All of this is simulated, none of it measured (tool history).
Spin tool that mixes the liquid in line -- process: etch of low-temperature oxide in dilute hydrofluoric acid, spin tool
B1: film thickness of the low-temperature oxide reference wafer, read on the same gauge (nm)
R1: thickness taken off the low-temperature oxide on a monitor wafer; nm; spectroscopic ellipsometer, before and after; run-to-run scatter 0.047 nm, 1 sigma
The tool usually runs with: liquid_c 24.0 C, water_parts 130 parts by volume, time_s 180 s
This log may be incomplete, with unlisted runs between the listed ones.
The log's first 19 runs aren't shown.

Run 20, day 45.079: usual settings but liquid_c 28.0 C, water_parts 105 parts by volume, time_s 290 s; B1 139.03. Result: R1 33.38 nm.
Run 21, day 46.708: usual settings but time_s 265 s; B1 138.96. Result: R1 20.52 nm.
Run 22, day 49.533: usual settings but liquid_c 29.0 C; B1 138.87. Result: R1 16.91 nm.
Run 23, day 51.483: usual settings; B1 138.72. Result: R1 13.92 nm.
At day 54.862: hydrofluoric acid flow meter replaced.
Run 24, day 55.662: usual settings but water_parts 195 parts by volume, time_s 290 s; B1 138.65. Result: R1 13.86 nm.
Run 25, day 57.692: usual settings but water_parts 90 parts by volume; B1 138.55. Result: R1 21.09 nm.
Run 26, day 59.671: usual settings but time_s 260 s; B1 138.48. Result: R1 20.10 nm.
Run 27, day 61.575: usual settings; B1 138.39. Result: R1 14.00 nm.
Run 28, day 64.250: usual settings but liquid_c 27.5 C, water_parts 165 parts by volume, time_s 120 s; B1 138.24. Result: R1 7.99 nm.
At day 66.438: thermometer replaced.
Run 29, day 66.688: usual settings; B1 138.19. Result: R1 13.88 nm.
Run 30, day 69.000: usual settings; B1 138.09. Result: R1 13.86 nm.
Run 31, day 71.912: usual settings but liquid_c 21.0 C, water_parts 170 parts by volume; B1 137.97. Result: R1 9.07 nm.
Run 32, day 74.571: usual settings but liquid_c 27.5 C, water_parts 90 parts by volume, time_s 230 s; B1 137.81. Result: R1 30.81 nm.
Run 33, day 75.704: usual settings but liquid_c 25.5 C, water_parts 100 parts by volume; B1 137.83. Result: R1 19.82 nm.

Each row is a separate what-if for the run after 33, all from the same tool condition, not one after another. Results?
Run A, day 75.725: usual settings; B1 ?. Result: R1 ?.
Run B, day 75.725: usual settings but liquid_c 26.0 C; B1 ?. Result: R1 ?.
Run C, day 75.725: usual settings but water_parts 190 parts by volume, time_s 100 s; B1 ?. Result: R1 ?.

run      B1     R1
  A  137.78  13.84
  B  137.78  14.95
  C  137.78   4.92
Without the tool's hidden state the same runs would have given:
run     R1
  A  14.06
  B  15.18
  C   5.00

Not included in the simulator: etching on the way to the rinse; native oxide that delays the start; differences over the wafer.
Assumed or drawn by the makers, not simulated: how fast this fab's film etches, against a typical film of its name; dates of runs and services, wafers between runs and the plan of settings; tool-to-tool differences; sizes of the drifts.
